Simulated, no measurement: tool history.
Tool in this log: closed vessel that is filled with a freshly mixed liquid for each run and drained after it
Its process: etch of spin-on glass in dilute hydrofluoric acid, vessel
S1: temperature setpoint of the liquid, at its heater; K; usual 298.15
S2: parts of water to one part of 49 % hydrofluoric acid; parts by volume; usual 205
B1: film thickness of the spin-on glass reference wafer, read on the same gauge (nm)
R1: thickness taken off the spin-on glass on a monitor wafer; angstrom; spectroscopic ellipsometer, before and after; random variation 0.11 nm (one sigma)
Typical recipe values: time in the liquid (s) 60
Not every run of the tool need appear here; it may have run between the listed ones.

{"run": 1, "day": 0.0, "S1": 295.15, "S2": 205, "time in the liquid (s)": 60, "B1": 90, "R1": 178.6}
{"run": 2, "day": 0.671, "S1": 295.15, "S2": 205, "time in the liquid (s)": 60, "B1": 89.98, "R1": 177.1}
{"run": 3, "day": 1.267, "S1": 295.15, "S2": 205, "time in the liquid (s)": 60, "B1": 89.93, "R1": 180.3}
{"run": 4, "day": 1.592, "S1": 294.15, "S2": 205, "time in the liquid (s)": 60, "B1": 90.02, "R1": 173.7}
{"run": 5, "day": 2.15, "S1": 294.15, "S2": 205, "time in the liquid (s)": 60, "B1": 90.01, "R1": 176.1}
{"run": 6, "day": 3.004, "S1": 294.15, "S2": 205, "time in the liquid (s)": 60, "B1": 90, "R1": 173.1}
{"run": 7, "day": 4.671, "S1": 298.15, "S2": 205, "time in the liquid (s)": 60, "B1": 90.02, "R1": 202.8}
{"run": 8, "day": 4.95, "S1": 298.15, "S2": 205, "time in the liquid (s)": 60, "B1": 90.04, "R1": 202.9}
{"run": 9, "day": 5.225, "S1": 298.15, "S2": 205, "time in the liquid (s)": 60, "B1": 89.97, "R1": 203.4}
{"run": 10, "day": 5.725, "S1": 298.15, "S2": 205, "time in the liquid (s)": 60, "B1": 89.98, "R1": 203.9}
{"day": 6.033, "done": "gauge calibrated"}
{"run": 11, "day": 6.1, "S1": 298.15, "S2": 205, "time in the liquid (s)": 60, "B1": 89.99, "R1": 207.1}
{"run": 12, "day": 6.429, "S1": 298.15, "S2": 205, "time in the liquid (s)": 80, "B1": 89.99, "R1": 271.6}
{"run": 13, "day": 6.758, "S1": 295.15, "S2": 205, "time in the liquid (s)": 60, "B1": 90.05, "R1": 183.8}
{"day": 7.075, "done": "hydrofluoric acid flow meter replaced"}
{"run": 14, "day": 7.179, "S1": 298.15, "S2": 205, "time in the liquid (s)": 60, "B1": 89.99, "R1": 177.1}
{"run": 15, "day": 7.5, "S1": 300.15, "S2": 300, "time in the liquid (s)": 40, "B1": 89.96, "R1": 78.4}
{"run": 16, "day": 8.088, "S1": 303.15, "S2": 285, "time in the liquid (s)": 90, "B1": 90.02, "R1": 211.3}
{"run": 17, "day": 8.675, "S1": 298.15, "S2": 155, "time in the liquid (s)": 60, "B1": 89.95, "R1": 250.6}
{"day": 9.192, "done": "thermometer replaced"}
{"run": 18, "day": 9.417, "S1": 301.15, "S2": 205, "time in the liquid (s)": 30, "B1": 90.01, "R1": 100.2}
{"run": 19, "day": 9.704, "S1": 298.15, "S2": 205, "time in the liquid (s)": 85, "B1": 89.99, "R1": 256.8}
{"run": 20, "day": 10.442, "S1": 298.15, "S2": 205, "time in the liquid (s)": 90, "B1": 89.99, "R1": 272.9}
{"run": 21, "day": 10.742, "S1": 298.15, "S2": 205, "time in the liquid (s)": 60, "B1": 90.03, "R1": 181.2}
{"run": 22, "day": 11.233, "S1": 298.15, "S2": 205, "time in the liquid (s)": 60, "B1": 89.96, "R1": 180.2}
{"run": 23, "day": 11.983, "S1": 298.15, "S2": 145, "time in the liquid (s)": 60, "B1": 89.99, "R1": 273.4}

Consider 5 possible next runs. They are alternatives, not a sequence: every one starts from the tool as it was left by run 23. What does each give?
{"run": "A", "day": 12.012, "S1": 298.15, "S2": 205, "time in the liquid (s)": 60, "B1": "?", "R1": "?"}
{"run": "B", "day": 12.012, "S1": 302.15, "S2": 260, "time in the liquid (s)": 60, "B1": "?", "R1": "?"}
{"run": "C", "day": 12.012, "S1": 298.15, "S2": 270, "time in the liquid (s)": 45, "B1": "?", "R1": "?"}
{"run": "D", "day": 12.012, "S1": 302.65, "S2": 300, "time in the liquid (s)": 60, "B1": "?", "R1": "?"}
{"run": "E", "day": 12.012, "S1": 293.65, "S2": 205, "time in the liquid (s)": 60, "B1": "?", "R1": "?"}

run=A B1=89.95 R1=182.5
run=B B1=89.95 R1=155.8
run=C B1=89.95 R1=97.1
run=D B1=89.95 R1=131.4
run=E B1=89.95 R1=154.2
Take away the tool's hidden state, keep each run's random variation, and the runs would have read:
run=A R1=178.9
run=B R1=152.6
run=C R1=95.1
run=D R1=128.7
run=E R1=151.2
